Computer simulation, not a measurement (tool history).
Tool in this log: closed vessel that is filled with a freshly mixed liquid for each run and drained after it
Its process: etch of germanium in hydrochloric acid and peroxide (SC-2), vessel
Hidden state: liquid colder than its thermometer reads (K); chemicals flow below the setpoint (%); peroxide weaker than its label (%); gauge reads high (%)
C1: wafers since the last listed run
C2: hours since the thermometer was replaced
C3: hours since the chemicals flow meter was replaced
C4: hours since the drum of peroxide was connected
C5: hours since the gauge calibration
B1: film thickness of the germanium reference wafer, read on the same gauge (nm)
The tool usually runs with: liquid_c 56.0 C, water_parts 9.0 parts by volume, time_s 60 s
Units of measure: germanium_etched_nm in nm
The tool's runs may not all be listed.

Run 1, hour 0.0: usual settings; C1 0; C2 327.0; C3 195.6; C4 432.4; C5 278.1; B1 49.98. Result: germanium_etched_nm 94.43 nm.
Run 2, hour 63.2: usual settings but liquid_c 50.0 C; C1 7450; C2 390.2; C3 258.8; C4 495.6; C5 341.3; B1 50.03. Result: germanium_etched_nm 78.75 nm.
Run 3, hour 95.5: usual settings but liquid_c 62.0 C; C1 3807; C2 422.5; C3 291.1; C4 527.9; C5 373.6; B1 50.02. Result: germanium_etched_nm 112.62 nm.
Run 4, hour 142.3: usual settings but liquid_c 62.0 C; C1 5517; C2 469.3; C3 337.9; C4 574.7; C5 420.4; B1 50.00. Result: germanium_etched_nm 112.50 nm.
Run 5, hour 201.3: usual settings but liquid_c 62.0 C; C1 6955; C2 528.3; C3 396.9; C4 633.7; C5 479.4; B1 50.01. Result: germanium_etched_nm 111.81 nm.
Run 6, hour 238.2: usual settings; C1 4349; C2 565.2; C3 433.8; C4 670.6; C5 516.3; B1 49.99. Result: germanium_etched_nm 93.81 nm.
Run 7, hour 273.9: usual settings; C1 4208; C2 600.9; C3 469.5; C4 706.3; C5 552.0; B1 50.00. Result: germanium_etched_nm 93.67 nm.
Run 8, hour 298.0: usual settings but time_s 70 s; C1 2841; C2 625.0; C3 493.6; C4 730.4; C5 576.1; B1 50.02. Result: germanium_etched_nm 109.05 nm.
Run 9, hour 366.0: usual settings but time_s 70 s; C1 8016; C2 693.0; C3 561.6; C4 798.4; C5 644.1; B1 49.97. Result: germanium_etched_nm 108.50 nm.
Run 10, hour 451.6: usual settings; C1 10091; C2 778.6; C3 647.2; C4 884.0; C5 729.7; B1 50.02. Result: germanium_etched_nm 92.98 nm.
At hour 463.8: thermometer replaced.
Run 11, hour 484.5: usual settings; C1 3760; C2 20.7; C3 680.1; C4 916.9; C5 762.6; B1 50.03. Result: germanium_etched_nm 94.43 nm.
Run 12, hour 527.1: usual settings; C1 5021; C2 63.3; C3 722.7; C4 959.5; C5 805.2; B1 49.98. Result: germanium_etched_nm 94.17 nm.
Run 13, hour 580.4: usual settings; C1 6283; C2 116.6; C3 776.0; C4 1012.8; C5 858.5; B1 50.00. Result: germanium_etched_nm 93.88 nm.
Run 14, hour 616.2: usual settings; C1 4220; C2 152.4; C3 811.8; C4 1048.6; C5 894.3; B1 50.03. Result: germanium_etched_nm 93.70 nm.
At hour 699.1: gauge calibrated.
At hour 743.7: new drum of peroxide connected.
Run 15, hour 800.1: usual settings; C1 21561; C2 336.3; C3 995.7; C4 56.4; C5 101.0; B1 50.02. Result: germanium_etched_nm 92.93 nm.
Run 16, hour 858.3: usual settings; C1 6860; C2 394.5; C3 1053.9; C4 114.6; C5 159.2; B1 49.98. Result: germanium_etched_nm 92.44 nm.
Run 17, hour 924.5: usual settings but liquid_c 62.0 C, water_parts 11.0 parts by volume, time_s 40 s; C1 7804; C2 460.7; C3 1120.1; C4 180.8; C5 225.4; B1 49.98. Result: germanium_etched_nm 71.73 nm.
Run 18, hour 976.8: usual settings; C1 6165; C2 513.0; C3 1172.4; C4 233.1; C5 277.7; B1 50.05. Result: germanium_etched_nm 91.95 nm.
At hour 1026.4: chemicals flow meter replaced.
Run 19, hour 1043.6: usual settings but water_parts 6.5 parts by volume; C1 7756; C2 579.8; C3 17.2; C4 299.9; C5 344.5; B1 50.01. Result: germanium_etched_nm 94.78 nm.
Run 20, hour 1081.8: usual settings but water_parts 5.0 parts by volume; C1 4503; C2 618.0; C3 55.4; C4 338.1; C5 382.7; B1 49.96. Result: germanium_etched_nm 95.46 nm.
At hour 1121.8: thermometer replaced.
Run 21, hour 1122.2: usual settings but liquid_c 64.0 C, water_parts 13.0 parts by volume, time_s 75 s; C1 4644; C2 0.4; C3 95.8; C4 378.5; C5 423.1; B1 49.99. Result: germanium_etched_nm 144.84 nm.
Run 22, hour 1153.0: usual settings but liquid_c 48.5 C, time_s 35 s; C1 3630; C2 31.2; C3 126.6; C4 409.3; C5 453.9; B1 50.01. Result: germanium_etched_nm 44.26 nm.
Run 23, hour 1180.7: usual settings but liquid_c 62.0 C, water_parts 12.0 parts by volume, time_s 35 s; C1 3265; C2 58.9; C3 154.3; C4 437.0; C5 481.6; B1 50.04. Result: germanium_etched_nm 64.57 nm.
Run 24, hour 1224.8: usual settings but liquid_c 49.0 C, water_parts 10.5 parts by volume, time_s 45 s; C1 5198; C2 103.0; C3 198.4; C4 481.1; C5 525.7; B1 49.99. Result: germanium_etched_nm 57.05 nm.
Run 25, hour 1289.1: usual settings but liquid_c 62.0 C, water_parts 10.5 parts by volume, time_s 40 s; C1 7580; C2 167.3; C3 262.7; C4 545.4; C5 590.0; B1 49.99. Result: germanium_etched_nm 74.65 nm.
Run 26, hour 1321.2: usual settings but liquid_c 50.5 C, water_parts 12.5 parts by volume; C1 3784; C2 199.4; C3 294.8; C4 577.5; C5 622.1; B1 49.97. Result: germanium_etched_nm 77.81 nm.
Run 27, hour 1385.0: usual settings; C1 7521; C2 263.2; C3 358.6; C4 641.3; C5 685.9; B1 50.03. Result: germanium_etched_nm 94.68 nm.

The same runs without the tool's hidden state, with the same run-to-run variation:
run  germanium_etched_nm
  1                96.03
  2                80.39
  3               115.07
  4               115.24
  5               114.86
  6                96.63
  7                96.66
  8               112.66
  9               112.51
 10                96.85
 11                96.46
 12                96.41
 13                96.37
 14                96.36
 15                96.54
 16                96.32
 17                75.23
 18                96.43
 19                98.63
 20                99.51
 21               145.64
 22                44.51
 23                65.10
 24                57.64
 25                75.67
 26                79.08
 27                96.41

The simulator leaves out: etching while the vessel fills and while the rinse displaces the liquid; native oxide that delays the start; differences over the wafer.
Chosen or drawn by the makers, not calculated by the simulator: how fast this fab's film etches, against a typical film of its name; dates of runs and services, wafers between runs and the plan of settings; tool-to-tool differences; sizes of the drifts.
